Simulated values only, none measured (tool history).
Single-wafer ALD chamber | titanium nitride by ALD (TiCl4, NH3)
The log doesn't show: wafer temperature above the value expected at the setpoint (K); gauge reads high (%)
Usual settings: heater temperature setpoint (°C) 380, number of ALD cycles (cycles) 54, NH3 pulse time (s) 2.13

run,hour,heater temperature setpoint (°C),number of ALD cycles (cycles),NH3 pulse time (s),wafers since the last listed run,hours since the last thermocouple change,hours since the showerhead was replaced,hours since the gauge calibration,"read-back reference wafer on the same gauge, thickness_nm",mean film thickness on the monitor wafer (nm)
1,0,369,54,2.13,0,1688.2,6654.6,227.9,1.07,1.191
2,9.6,369,54,2.13,52,1697.8,6664.2,237.5,1.069,1.185
3,20.9,380,54,2.13,62,1709.1,6675.5,248.8,1.07,1.21
4,37.1,380,54,2.13,88,1725.3,6691.7,265,1.071,1.211
5,53.9,380,54,2.13,92,1742.1,6708.5,281.8,1.07,1.214
6,63.9,380,47,2.13,54,1752.1,6718.5,291.8,1.07,1.049
7,79.7,380,54,2.13,86,1767.9,6734.3,307.6,1.07,1.207
8,92,380,54,2.13,67,1780.2,6746.6,319.9,1.069,1.207
9,102,380,54,2.13,54,1790.2,6756.6,329.9,1.07,1.204
10,115.4,380,54,2.13,73,1803.6,6770,343.3,1.07,1.21
11,127.3,380,54,2.13,65,1815.5,6781.9,355.2,1.07,1.202
12,139.7,380,54,2.13,68,1827.9,6794.3,367.6,1.069,1.206
13,149.8,380,54,2.13,55,1838,6804.4,377.7,1.071,1.212
14,160.9,380,54,2.13,60,1849.1,6815.5,388.8,1.071,1.206
15,171.5,380,54,2.13,58,1859.7,6826.1,399.4,1.07,1.208
16,182.7,391,54,2.13,61,1870.9,6837.3,410.6,1.07,1.218
17,192.8,391,54,2.13,55,1881,6847.4,420.7,1.071,1.22
# hour 201: showerhead replaced
18,207,380,54,2.13,34,1895.2,6,434.9,1.069,1.21
19,224.2,380,54,2.13,94,1912.4,23.2,452.1,1.07,1.207
20,246.9,380,54,2.13,124,1935.1,45.9,474.8,1.07,1.213
21,258.9,390,46,2.79,65,1947.1,57.9,486.8,1.07,1.046
22,268.2,391,44,2.13,51,1956.4,67.2,496.1,1.069,0.995
23,284.5,380,59,2.13,89,1972.7,83.5,512.4,1.069,1.319
24,294.8,369,58,1.81,56,1983,93.8,522.7,1.071,1.265
25,303.7,380,54,2.57,48,1991.9,102.7,531.6,1.07,1.22
26,310.3,371,62,2.13,36,1998.5,109.3,538.2,1.07,1.366
27,320.6,386,47,1.74,56,2008.8,119.6,548.5,1.069,1.052
28,335.9,371,54,1.86,83,2024.1,134.9,563.8,1.07,1.185
29,347.2,380,54,2.13,62,2035.4,146.2,575.1,1.071,1.207
30,376.1,386,64,1.77,158,2064.3,175.1,604,1.069,1.425
# hour 386.6: thermocouple changed; heater temperature recalibrated
31,387.1,380,54,2.13,16,0.5,186.1,615,1.07,1.207
# hour 387.7: gauge calibrated
32,392.8,388,45,2.13,31,6.2,191.8,5.1,1.069,1.016
33,409,380,54,2.13,88,22.4,208,21.3,1.072,1.21
34,424,375,54,2.52,82,37.4,223,36.3,1.069,1.209
35,438.2,380,54,2.13,77,51.6,237.2,50.5,1.071,1.21
36,445.2,380,57,2.13,38,58.6,244.2,57.5,1.069,1.276
37,461.6,372,58,2.47,90,75,260.6,73.9,1.068,1.287
38,471.4,371,64,1.35,53,84.8,270.4,83.7,1.07,1.375
39,489.2,380,54,1.29,97,102.6,288.2,101.5,1.07,1.183
40,503.2,367,57,2.55,76,116.6,302.2,115.5,1.07,1.262

Forecast each of these 3 alternatives for the next run:
A,503.7,380,54,2.13,2,117.1,302.7,116,?,?
B,503.7,367,54,2.13,2,117.1,302.7,116,?,?
C,503.7,387,54,2.78,2,117.1,302.7,116,?,?

run,"read-back reference wafer on the same gauge, thickness_nm",mean film thickness on the monitor wafer (nm)
A,1.07,1.209
B,1.07,1.183
C,1.07,1.229
Without the tool's hidden state the same runs would have given:
run,mean film thickness on the monitor wafer (nm)
A,1.209
B,1.183
C,1.229
